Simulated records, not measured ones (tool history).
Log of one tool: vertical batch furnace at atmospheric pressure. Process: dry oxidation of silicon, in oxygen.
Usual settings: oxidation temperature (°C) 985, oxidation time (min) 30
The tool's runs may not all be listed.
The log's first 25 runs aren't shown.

run     day  oxidation temperature (°C)  oxidation time (min)  wafers since the last listed run  hours since the last temperature calibration  hours since the boat lift was adjusted  hours since the gauge calibration  read-back reference wafer on the same gauge, thickness  oxide thickness on the monitor wafer (angstrom)
 26  52.592                        1003                    26                               398                                          42.9                                   213.5                              792.4                                                   21.38                                            269.1
 27  54.192                         964                  25.5                               360                                          81.3                                   251.9                              830.8                                                   21.32                                            184.8
 28  56.858                         985                  23.5                               601                                         145.3                                   315.9                              894.8                                                   21.25                                            212.3
 29  58.725                         997                    30                               421                                         190.1                                   360.7                              939.6                                                   21.16                                            275.8
 30  59.854                         985                    30                               254                                         217.2                                   387.8                              966.7                                                   21.11                                            242.5
     60.983  -- gauge calibrated
 31  62.679                        1006                  16.5                               637                                           285                                   455.6                               40.7                                                   22.24                                            225.6
 32  65.417                         985                    24                               617                                         350.7                                   521.3                              106.4                                                   22.26                                            224.9
 33  67.792                         968                  18.5                               535                                         407.7                                   578.3                              163.4                                                   22.22                                            163.8
 34  70.433                        1000                  44.5                               595                                         471.1                                   641.7                              226.8                                                   22.22                                            374.7
 35  73.021                         985                    30                               583                                         533.2                                   703.8                              288.9                                                   22.21                                            253.7
 36   74.55                         996                  23.5                               344                                         569.9                                   740.5                              325.6                                                   22.18                                            248.7
 37  76.708                         995                    30                               486                                         621.7                                   792.3                              377.4                                                   22.14                                            280.7
 38  77.829                        1006                  38.5                               252                                         648.6                                   819.2                              404.3                                                   22.15                                              361
 39  79.654                         964                    39                               411                                         692.4                                     863                              448.1                                                   22.09                                            248.8
 40  82.512                         985                    30                               644                                           761                                   931.6                              516.7                                                   22.04                                            252.3

3 ways to go on from here, each from the tool as it stands after run 40. What would each give?
  A  82.696                         985                    30                                41                                         765.4                                     936                              521.1                                                       ?                                                ?
  B  82.696                        1008                  24.5                                41                                         765.4                                     936                              521.1                                                       ?                                                ?
  C  82.696                         985                  39.5                                41                                         765.4                                     936                              521.1                                                       ?                                                ?

run  read-back reference wafer on the same gauge, thickness  oxide thickness on the monitor wafer (angstrom)
  A                                                      22                                            249.9
  B                                                      22                                              280
  C                                                      22                                            293.9
Without the tool's hidden state the same runs would have given:
run  oxide thickness on the monitor wafer (angstrom)
  A                                            250.5
  B                                            280.7
  C                                            294.7

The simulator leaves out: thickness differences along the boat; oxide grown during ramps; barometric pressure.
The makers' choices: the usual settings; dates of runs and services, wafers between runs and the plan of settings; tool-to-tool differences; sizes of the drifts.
